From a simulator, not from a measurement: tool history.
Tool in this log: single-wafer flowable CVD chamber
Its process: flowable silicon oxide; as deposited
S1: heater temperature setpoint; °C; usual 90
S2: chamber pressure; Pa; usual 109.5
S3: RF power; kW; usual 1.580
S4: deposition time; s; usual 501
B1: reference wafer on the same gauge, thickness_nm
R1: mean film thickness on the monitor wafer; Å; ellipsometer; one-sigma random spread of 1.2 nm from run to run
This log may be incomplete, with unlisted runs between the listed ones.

run,day,S1,S2,S3,S4,B1,R1
1,0.000,90,109.5,1.580,501,416.010,3816.23
2,0.912,90,109.5,1.580,501,416.425,3834.35
3,2.129,90,109.5,1.580,501,415.722,3853.33
4,3.546,90,109.5,1.580,501,416.095,3829.73
5,5.517,90,109.5,1.580,501,416.502,3846.12
6,7.000,90,109.5,1.580,501,415.447,3839.91
7,8.067,90,109.5,1.580,501,415.525,3826.73
# day 8.558: showerhead replaced
# day 9.188: capacitance manometer re-zeroed and calibrated
8,9.321,90,109.5,1.580,501,416.135,3849.52
# day 10.025: thermocouple changed; heater temperature recalibrated
9,10.675,90,109.5,1.580,501,415.881,3864.98
# day 11.250: RF generator calibrated
10,11.738,90,109.5,1.580,501,415.502,3822.40
11,12.804,90,109.5,1.580,501,416.037,3820.47
12,14.196,90,109.5,1.580,501,416.197,3837.48
# day 14.292: gauge calibrated
13,15.696,86,86.0,1.750,501,415.985,3557.72
14,16.950,90,109.5,1.580,501,415.594,3810.73
15,17.954,90,109.5,1.580,501,415.483,3810.96
16,18.579,90,109.5,1.580,501,415.445,3827.65
17,19.092,90,130.3,1.580,463,415.926,4220.20
18,20.133,80,109.5,1.320,416,415.978,4111.73
19,21.217,79,99.9,1.580,501,415.941,5036.08
20,22.183,97,136.8,1.760,501,416.232,3797.57
21,23.108,80,109.5,1.745,465,415.782,5134.95
22,23.862,90,109.5,1.850,501,416.252,4045.12
23,24.633,90,109.5,1.740,501,415.879,3943.64
24,25.200,90,109.5,1.580,501,415.678,3841.07

Branching from run 24: 3 alternative next runs. What would each branch give?
A,25.221,80,109.5,1.580,501,?,?
B,25.221,90,109.5,1.580,405,?,?
C,25.221,90,119.9,1.580,501,?,?

run,B1,R1
A,415.983,5355.48
B,415.983,3096.89
C,415.983,4197.31
Had the tool no hidden state, the same runs would have come out as:
run,R1
A,5355.48
B,3096.89
C,4197.31

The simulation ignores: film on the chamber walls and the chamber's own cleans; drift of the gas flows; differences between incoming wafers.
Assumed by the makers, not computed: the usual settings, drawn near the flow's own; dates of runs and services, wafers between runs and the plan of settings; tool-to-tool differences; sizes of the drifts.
